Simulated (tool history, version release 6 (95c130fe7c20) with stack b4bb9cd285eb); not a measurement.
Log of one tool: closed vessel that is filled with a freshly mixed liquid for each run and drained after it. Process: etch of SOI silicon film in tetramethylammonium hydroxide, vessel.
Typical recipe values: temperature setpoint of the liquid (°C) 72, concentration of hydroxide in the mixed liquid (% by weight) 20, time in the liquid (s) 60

run,hour,temperature setpoint of the liquid (°C),concentration of hydroxide in the mixed liquid (% by weight),time in the liquid (s),"read-back film thickness of the SOI silicon film reference wafer, read on the same gauge (nm)",thickness taken off the SOI silicon film on a monitor wafer (Å)
1,0,74.5,21.5,60,110.01,4211.5
2,65.4,72,18.5,60,110.03,3881.4
3,103.8,72,18.5,60,109.99,3867.5
4,136.1,72,20,60,110.02,3765.6
5,164.7,72,20,60,110.03,3774.8
6,188.9,72,20,30,109.98,1898.5
7,223.4,72,20,30,110.04,1887.5
8,272.1,72,20,50,109.99,3144.4
9,307.3,72,20,50,110.01,3137.3
10,354.9,72,20,60,110.05,3768.3
11,397.7,72,22,85,110.01,4886.4
12,438.5,72,22,85,110,4881
13,492.1,67.5,24,35,110,1401
14,524.9,72,16,75,109.97,4954.5
15,579,72,16,75,109.99,5053.7
16,606.4,75,20,60,109.99,4396.7
17,669.5,77.5,24,35,110.02,2551.4
18,709.3,72,16,75,110.01,5084
19,767.5,72,20,60,110,3676
20,838.2,72,17.5,95,110.02,6187.1
21,899,72,20,60,109.98,3675.4
22,939.3,79,25,75,110.03,5762.6
23,995.5,65,25,95,110.04,3233.3
24,1143.3,72,20,45,109.97,2772.7
25,1173.3,72,15,90,110.01,6199.9
26,1237.4,72,25,70,110.02,3641.7
27,1330.7,72,20,60,109.98,3695.5
28,1374.6,75.5,25,60,109.98,3818.5
29,1415.6,76.5,17.5,60,110.01,5089.7
30,1468,64.5,20,60,110.02,2377.1
31,1509.8,67,23.5,40,109.99,1675.6
32,1553.4,72,20,35,110.05,2152.1
33,1578.4,74.5,14,90,109.99,7428.3

Taken out of this log: 3 entries between the listed runs. Where each belongs, and how the hidden state differs across it:
Logged between run 10 and run 11: hydroxide flow meter replaced (hour 380.7)
  liquid colder than its thermometer reads (K): 0.345 -> 0.355; hydroxide flow below the setpoint (%): 8.69 -> 0.119
  measured result minus the result with no hidden state, thickness taken off the SOI silicon film on a monitor wafer (Å): +73.8 -> -97.2
Logged between run 13 and run 14: gauge calibrated (hour 493)
  liquid colder than its thermometer reads (K): 0.376 -> 0.383; hydroxide flow below the setpoint (%): 0.438 -> 0.548
  measured result minus the result with no hidden state, thickness taken off the SOI silicon film on a monitor wafer (Å): -24.2 -> -101
Logged between run 14 and run 15: thermometer replaced (hour 543.4)
  liquid colder than its thermometer reads (K): 0.383 -> 0.0348; hydroxide flow below the setpoint (%): 0.548 -> 0.731
  measured result minus the result with no hidden state, thickness taken off the SOI silicon film on a monitor wafer (Å): -101 -> +3.9
